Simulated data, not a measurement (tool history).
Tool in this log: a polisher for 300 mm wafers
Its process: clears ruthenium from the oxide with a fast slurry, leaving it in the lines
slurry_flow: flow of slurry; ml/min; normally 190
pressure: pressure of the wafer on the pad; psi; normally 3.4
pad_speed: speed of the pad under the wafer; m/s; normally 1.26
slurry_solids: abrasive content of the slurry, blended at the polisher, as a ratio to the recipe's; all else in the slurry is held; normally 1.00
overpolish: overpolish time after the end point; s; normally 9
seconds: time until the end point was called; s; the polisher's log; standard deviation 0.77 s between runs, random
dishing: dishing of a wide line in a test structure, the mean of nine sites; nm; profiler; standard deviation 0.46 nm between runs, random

run	day	slurry_flow	pressure	pad_speed	slurry_solids	overpolish	incoming thickness of the incoming film, nm	seconds	dishing
1	0.000	190	3.4	1.52	1.15	9	306.1	42.6	56.8
2	3.154	190	3.4	1.26	0.80	9	311.7	59.4	41.3
3	5.975	190	3.4	1.26	0.80	9	308.3	59.5	41.4
# day 9.354: worn pad replaced by a new one
4	10.538	190	3.4	1.26	1.00	9	306.5	53.8	45.8
# day 14.312: slurry nozzle cleaned
5	14.421	190	3.4	1.26	1.00	9	310.4	53.6	45.4
6	16.471	190	3.4	1.26	1.00	9	309.0	55.9	45.7
7	19.408	190	3.4	1.26	1.00	9	306.5	54.2	44.9
8	23.288	190	3.4	1.26	1.00	9	309.9	54.1	45.3
# day 23.762: slurry blender recalibrated
9	25.542	190	3.4	1.26	1.00	9	313.1	54.6	45.7
10	27.300	190	2.9	1.26	1.00	11	310.6	60.2	48.5
11	29.729	190	3.4	0.90	1.10	9	306.4	70.9	34.9
# day 33.021: head pressure recalibrated
# day 33.717: worn pad replaced by a new one
12	33.979	215	4.4	1.46	1.00	9	307.2	38.5	61.4
13	35.962	190	3.4	1.26	1.30	9	305.3	48.9	49.1
14	39.388	190	3.4	1.26	1.00	5	316.2	56.1	26.9
# day 39.638: slurry nozzle cleaned
15	47.017	190	3.4	1.64	1.00	9	307.6	42.1	56.8
16	48.525	160	2.3	1.26	1.00	9	309.0	71.5	35.0
# day 50.875: slurry blender recalibrated
17	51.138	230	4.3	0.84	0.80	9	304.5	73.8	34.4
18	55.367	225	3.4	1.54	0.80	11	313.5	48.3	59.0
19	57.721	190	3.4	1.26	1.00	9	309.2	53.4	45.5
20	61.800	225	4.4	1.26	1.00	6	308.0	43.2	37.7
# day 64.054: worn pad replaced by a new one
21	65.133	145	4.2	1.26	1.00	5	307.4	47.1	29.5
# day 68.225: slurry nozzle cleaned
22	72.612	190	3.0	1.10	1.00	9	311.8	67.3	37.7
# day 76.304: slurry blender recalibrated
23	76.750	190	2.6	1.26	1.00	9	308.7	64.6	38.1
# day 77.738: head pressure recalibrated
24	78.483	190	3.0	1.26	1.00	9	314.4	60.7	41.9
25	82.338	190	3.4	1.26	1.00	9	306.5	54.3	44.8
26	84.775	255	3.4	1.26	1.00	4	315.7	51.6	22.4
# day 94.033: worn pad replaced by a new one
# day 96.396: slurry nozzle cleaned
27	97.675	190	2.4	0.96	0.90	9	306.8	93.2	27.6
28	100.675	190	3.4	1.12	0.90	9	311.5	62.2	39.6

Here are 4 independent what-if runs from the current tool condition. What would each one return?
A	100.692	190	3.4	1.26	1.00	9	313.8	?	?
B	100.692	250	3.4	1.26	1.00	9	313.8	?	?
C	100.692	190	3.4	0.82	1.00	12	313.8	?	?
D	100.692	140	4.2	1.26	1.10	9	313.8	?	?

run	seconds	dishing
A	56.1	44.5
B	54.4	45.8
C	86.2	39.3
D	48.2	50.8
What these runs would have given with no unlogged condition in the tool:
run	seconds	dishing
A	56.1	44.5
B	54.4	45.8
C	86.2	39.3
D	48.2	50.8
